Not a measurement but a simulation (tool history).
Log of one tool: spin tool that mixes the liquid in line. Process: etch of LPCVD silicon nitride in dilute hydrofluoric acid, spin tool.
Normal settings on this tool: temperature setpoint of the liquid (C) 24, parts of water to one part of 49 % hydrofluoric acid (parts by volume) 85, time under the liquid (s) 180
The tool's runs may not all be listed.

run,hour,temperature setpoint of the liquid (C),parts of water to one part of 49 % hydrofluoric acid (parts by volume),time under the liquid (s),"read-back film thickness of the LPCVD silicon nitride reference wafer, read on the same gauge (nm)",thickness taken off the LPCVD silicon nitride on a monitor wafer (nm)
1,0,24,85,180,69.994,0.925
2,33.5,24,110,230,69.993,0.893
3,57.4,28,85,135,70.036,0.908
4,85.5,24,85,180,69.997,0.892
5,109.7,24,85,180,69.981,0.942
# hour 113: thermometer replaced
6,133.7,24,85,180,69.992,0.942
7,154.5,21,85,180,69.999,0.756
8,169.2,21,85,180,70.011,0.753
9,202.1,21,85,180,69.99,0.757
10,222.2,24,85,180,69.965,0.936
11,242.9,24,85,180,70.02,0.881
12,256.1,24,85,180,69.978,0.886
13,283.3,28,55,235,69.949,2.333
14,316.5,24,55,75,69.995,0.569
15,363.3,20,85,180,69.948,0.66
16,396.6,21,100,290,70.041,0.976
17,412.1,24,85,180,70,0.84
18,438.4,24,115,210,69.978,0.758
19,470.2,21.5,85,105,70.003,0.419
# hour 500.5: gauge calibrated
20,501.3,24,55,260,69.995,1.908
21,513.5,24,55,75,70.019,0.549
# hour 522: hydrofluoric acid flow meter replaced
22,544.4,24,110,230,70.015,0.946
23,558,20.5,55,115,69.973,0.736
24,572,27.5,60,180,69.977,1.657
25,598.9,24,85,180,70.006,0.935
26,624.3,24,100,265,69.994,1.208
27,650.3,25.5,55,95,69.963,0.845
28,684.5,20,115,110,69.942,0.33
29,713.7,24,85,180,69.983,0.923
30,746.2,21,45,180,69.966,1.407
31,776.8,24,85,125,69.996,0.628
32,794.3,27,65,210,69.975,1.685
33,819.3,24,55,180,69.976,1.437

Run-by-run hidden state of the tool:
liquid hotter than its thermometer reads (K): 0 in every run
gauge reads high (%): 0 in every run
H1: hydrofluoric acid flow below the setpoint (%)
run,H1
1,2.77
2,3.38
3,3.81
4,4.32
5,4.76
6,5.19
7,5.57
8,5.83
9,6.43
10,6.79
11,7.17
12,7.4
13,7.9
14,8.5
15,9.34
16,9.95
17,10.2
18,10.7
19,11.3
20,11.8
21,12.1
22,1.8
23,2.04
24,2.3
25,2.78
26,3.24
27,3.71
28,4.33
29,4.86
30,5.45
31,6
32,6.32
33,6.77
